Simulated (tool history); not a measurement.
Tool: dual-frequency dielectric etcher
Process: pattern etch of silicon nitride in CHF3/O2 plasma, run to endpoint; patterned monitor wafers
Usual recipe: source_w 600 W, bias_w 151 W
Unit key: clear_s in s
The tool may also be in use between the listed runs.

run	hour	source_w	bias_w	wafers since the last listed run	hours since the last wet clean	hours since the last source power generator calibration	hours since the last bias power generator calibration	hours since the last upper electrode change	incoming incoming film thickness, nm	clear_s
1	0	550	151	0	140.2	1314.8	3670.3	1813.5	58	40.3
2	19.4	550	151	150	159.6	1334.2	3689.7	1832.9	58.4	40.5
3	34.4	550	151	116	174.6	1349.2	3704.7	1847.9	58.5	40.5
4	57.7	530	151	180	197.9	1372.5	3728	1871.2	58.4	41
5	85.1	530	151	212	225.3	1399.9	3755.4	1898.6	57.9	40.9
6	102	530	151	131	242.2	1416.8	3772.3	1915.5	58.7	41.3
7	125.9	600	124	185	266.1	1440.7	3796.2	1939.4	57.3	42
8	146.5	600	124	159	286.7	1461.3	3816.8	1960	58.4	42.9
9	175	600	151	221	315.2	1489.8	3845.3	1988.5	58.6	40.1
10	190.5	600	151	120	330.7	1505.3	3860.8	2004	58.9	40.1
# hour 208.8: bias power generator calibrated
11	219.9	600	151	196	360.1	1534.7	11.1	2033.4	58.7	40.2
12	236.3	600	151	127	376.5	1551.1	27.5	2049.8	58.5	40
13	262.1	600	151	200	402.3	1576.9	53.3	2075.6	58.4	39.9
14	287	600	151	193	427.2	1601.8	78.2	2100.5	58.2	39.9
15	320	600	151	255	460.2	1634.8	111.2	2133.5	58.2	40.1
16	341.8	600	151	169	482	1656.6	133	2155.3	57.9	39.8
# hour 378: wet clean of the chamber
17	378.5	660	189	98	0.5	1693.3	169.7	2192	59	35.8
18	404.7	510	131	203	26.7	1719.5	195.9	2218.2	58.1	42.5
# hour 416.2: source power generator calibrated
19	420.1	670	141	88	42.1	3.9	211.3	2233.6	58.8	39.3
20	452.6	600	151	252	74.6	36.4	243.8	2266.1	58.4	39.4
# hour 480.3: upper electrode replaced
21	485.3	530	167	67	107.3	69.1	276.5	5	58	38.9
22	505.7	480	113	158	127.7	89.5	296.9	25.4	57.8	45.4
23	524.8	510	131	148	146.8	108.6	316	44.5	58	43
24	556.3	520	169	244	178.3	140.1	347.5	76	58.4	39
25	568.8	650	132	96	190.8	152.6	360	88.5	58.1	40.3
26	581	680	151	94	203	164.8	372.2	100.7	58.9	38.6
27	603.2	520	166	172	225.2	187	394.4	122.9	57.8	39
28	630	450	151	207	252	213.8	421.2	149.7	58.4	42.5
29	650.3	480	151	157	272.3	234.1	441.5	170	58.2	41.7

Alternative continuations, all from the tool just after run 29; predict every row:
A	650.7	600	151	3	272.7	234.5	441.9	170.4	58.4	?
B	650.7	600	180	3	272.7	234.5	441.9	170.4	58.4	?
C	650.7	600	162	3	272.7	234.5	441.9	170.4	58.4	?
D	650.7	680	127	3	272.7	234.5	441.9	170.4	58.4	?
E	650.7	600	116	3	272.7	234.5	441.9	170.4	58.4	?

run	clear_s
A	39.5
B	37.1
C	38.5
D	40.7
E	43.4
What these runs would have given with no unlogged condition in the tool:
run	clear_s
A	39.2
B	36.7
C	38.2
D	40.3
E	43
